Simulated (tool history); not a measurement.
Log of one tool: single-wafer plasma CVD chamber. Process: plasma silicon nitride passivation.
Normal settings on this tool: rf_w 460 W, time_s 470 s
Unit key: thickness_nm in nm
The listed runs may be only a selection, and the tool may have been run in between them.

run    hour  rf_w  time_s  read-back reference wafer on the same gauge, thickness_nm  thickness_nm
  1       0   530     410                                                    843.074       682.776
       21.9  -- gauge calibrated
  2    96.8   460     470                                                    842.909       739.586
  3   185.5   460     470                                                    843.987       742.919
  4   257.5   460     470                                                     844.08       733.725
  5   322.9   460     470                                                    844.943       740.595
  6   371.6   460     409                                                     845.34       639.312
  7   427.6   430     470                                                    842.615       732.465
  8   486.5   425     524                                                    846.386       800.254
  9   583.6   425     524                                                    844.355       796.744
 10   672.1   425     524                                                    843.722       807.252
 11   739.7   535     470                                                    842.872       775.524
 12     785   535     470                                                    844.661       774.441
 13     824   505     470                                                    844.008       761.658
 14   931.8   505     470                                                    844.249       765.411
 15  1013.7   460     470                                                    844.498         731.3
       1084  -- RF generator calibrated
 16    1121   495     508                                                    844.152       843.573
 17  1196.3   515     538                                                    845.463        905.58
 18    1257   460     470                                                    842.607       759.202
 19  1332.8   395     521                                                    844.611       797.147
     1364.8  -- gauge calibrated
 20  1434.6   410     435                                                     843.83       674.778
     1479.8  -- showerhead replaced
 21  1536.3   415     559                                                    844.579       860.693
 22  1599.8   460     470                                                    844.091       753.857
 23  1683.6   420     470                                                    844.471       722.078
 24  1736.6   490     470                                                      844.4        769.72
 25  1832.1   425     411                                                    845.603       635.548
 26  1933.8   545     422                                                     843.46       709.701
 27  2026.6   400     470                                                    843.137       705.892
 28  2118.1   460     389                                                    842.757       616.408
 29  2182.3   460     470                                                    844.429        742.93

Branching from run 29: 4 alternative next runs. What would each branch give?
  A  2182.8   460     470                                                          ?             ?
  B  2182.8   375     445                                                          ?             ?
  C  2182.8   550     439                                                          ?             ?
  D  2182.8   370     394                                                          ?             ?

run  read-back reference wafer on the same gauge, thickness_nm  thickness_nm
  A                                                    843.376       744.971
  B                                                    843.376        654.58
  C                                                    843.376       741.027
  D                                                    843.376       576.652
With no hidden state in the tool, these same runs would have given:
run  thickness_nm
  A       765.774
  B       672.858
  C       761.719
  D       592.755
